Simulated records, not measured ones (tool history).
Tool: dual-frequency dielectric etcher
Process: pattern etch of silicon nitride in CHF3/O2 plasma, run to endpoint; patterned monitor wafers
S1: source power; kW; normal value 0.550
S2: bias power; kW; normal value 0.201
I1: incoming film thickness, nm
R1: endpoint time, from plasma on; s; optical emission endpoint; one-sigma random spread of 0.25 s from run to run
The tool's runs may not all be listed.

run	hour	S1	S2	I1	R1
1	0.0	0.660	0.201	56.7	39.0
2	16.4	0.550	0.201	56.2	39.9
3	33.8	0.550	0.201	56.1	40.3
4	46.0	0.550	0.201	56.9	41.2
5	60.4	0.620	0.180	56.0	41.8
6	76.3	0.620	0.180	56.0	42.2
# hour 104.5: source power generator calibrated
# hour 104.8: wet clean of the chamber
7	105.3	0.550	0.201	56.1	38.4
8	123.7	0.610	0.185	56.0	38.6
9	138.3	0.550	0.201	56.7	38.5
10	153.5	0.600	0.175	55.7	40.0
11	170.6	0.550	0.201	56.2	38.8
12	185.1	0.480	0.156	56.2	47.0
# hour 216.4: bias power generator calibrated
# hour 220.4: upper electrode replaced, of another model than before
13	220.9	0.440	0.169	57.2	46.2
14	230.9	0.550	0.201	56.1	38.7
15	238.2	0.550	0.228	56.1	37.9
16	253.3	0.500	0.230	55.7	39.1
17	270.7	0.480	0.226	56.8	40.5
18	294.1	0.550	0.201	56.2	39.2

Below are 5 alternative next runs, each starting from the tool's condition after run 18. Predict each:
A	294.5	0.550	0.214	56.5	?
B	294.5	0.450	0.162	56.5	?
C	294.5	0.550	0.242	56.5	?
D	294.5	0.430	0.170	56.5	?
E	294.5	0.500	0.160	56.5	?

run	R1
A	38.4
B	45.3
C	37.0
D	45.6
E	43.3
Stripped of hidden state, with their random variation kept, the same runs would have yielded:
run	R1
A	37.9
B	44.7
C	36.5
D	45.0
E	42.7
